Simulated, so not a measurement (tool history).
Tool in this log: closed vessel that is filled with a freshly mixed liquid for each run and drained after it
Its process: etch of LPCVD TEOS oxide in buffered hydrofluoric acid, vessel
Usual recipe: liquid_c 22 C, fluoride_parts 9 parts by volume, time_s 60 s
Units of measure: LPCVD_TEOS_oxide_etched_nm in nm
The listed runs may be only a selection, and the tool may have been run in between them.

run   hour  liquid_c  fluoride_parts  time_s  wafers since the last listed run  hours since the thermometer was replaced  hours since the hydrofluoric acid flow meter was replaced  hours since the gauge calibration  read-back film thickness of the LPCVD TEOS oxide reference wafer, read on the same gauge (nm)  LPCVD_TEOS_oxide_etched_nm
  1      0        22               9      60                                 0                                    2521.1                                                     1871.4                               28.7                                                                                             80                      276.22
  2      8        22               9      60                               863                                    2529.1                                                     1879.4                               36.7                                                                                          79.99                      276.57
  3   25.4        22               9      60                              1877                                    2546.5                                                     1896.8                               54.1                                                                                          79.97                      275.45
  4     34        22            11.5      60                               927                                    2555.1                                                     1905.4                               62.7                                                                                          80.05                       225.1
  5   60.5        22            11.5      60                              2858                                    2581.6                                                     1931.9                               89.2                                                                                          80.01                      225.61
      72.9  -- thermometer replaced
  6   76.9        22            11.5      60                              1661                                         4                                                     1948.3                              105.6                                                                                          80.01                      202.62
      78.5  -- hydrofluoric acid flow meter replaced
  7   94.9        22               9      60                              1833                                        22                                                       16.4                              123.6                                                                                          79.99                      248.46
  8  103.2        22               9      60                               895                                      30.3                                                       24.7                              131.9                                                                                          79.96                      250.07
  9  111.9        20              12      30                               938                                        39                                                       33.4                              140.6                                                                                          80.01                       87.69
 10  122.8        27               9      30                              1175                                      49.9                                                       44.3                              151.5                                                                                          80.03                      163.42
     125.1  -- gauge calibrated
 11  131.3      17.5               9      40                               916                                      58.4                                                       52.8                                6.2                                                                                          80.01                      129.49
 12    143        22               9      50                              1262                                      70.1                                                       64.5                               17.9                                                                                          80.06                      207.25
 13  157.6        22               9      60                              1575                                      84.7                                                       79.1                               32.5                                                                                          79.99                       249.1
 14  171.5        25               9      50                              1499                                      98.6                                                         93                               46.4                                                                                          79.99                       245.1
 15  180.6        19               9      75                               981                                     107.7                                                      102.1                               55.5                                                                                          80.01                      264.17
 16  188.5        22               9      60                               852                                     115.6                                                        110                               63.4                                                                                          79.98                      250.69

Table of differences, measured result less the result of that run with no hidden state. Run-to-run variation is the same in both. Gauge scatter possibly is not:
The hidden state here: liquid hotter than its thermometer reads (K); hydrofluoric acid flow above the setpoint (%); gauge reads high (%).
run  LPCVD_TEOS_oxide_etched_nm
  1                      +32.45
  2                      +32.49
  3                      +32.62
  4                      +26.79
  5                      +27.07
  6                       +4.09
  7                       +5.29
  8                       +5.46
  9                       +1.94
 10                       +3.54
 11                       +3.06
 12                       +4.85
 13                       +5.97
 14                       +5.89
 15                       +6.75
 16                       +6.41

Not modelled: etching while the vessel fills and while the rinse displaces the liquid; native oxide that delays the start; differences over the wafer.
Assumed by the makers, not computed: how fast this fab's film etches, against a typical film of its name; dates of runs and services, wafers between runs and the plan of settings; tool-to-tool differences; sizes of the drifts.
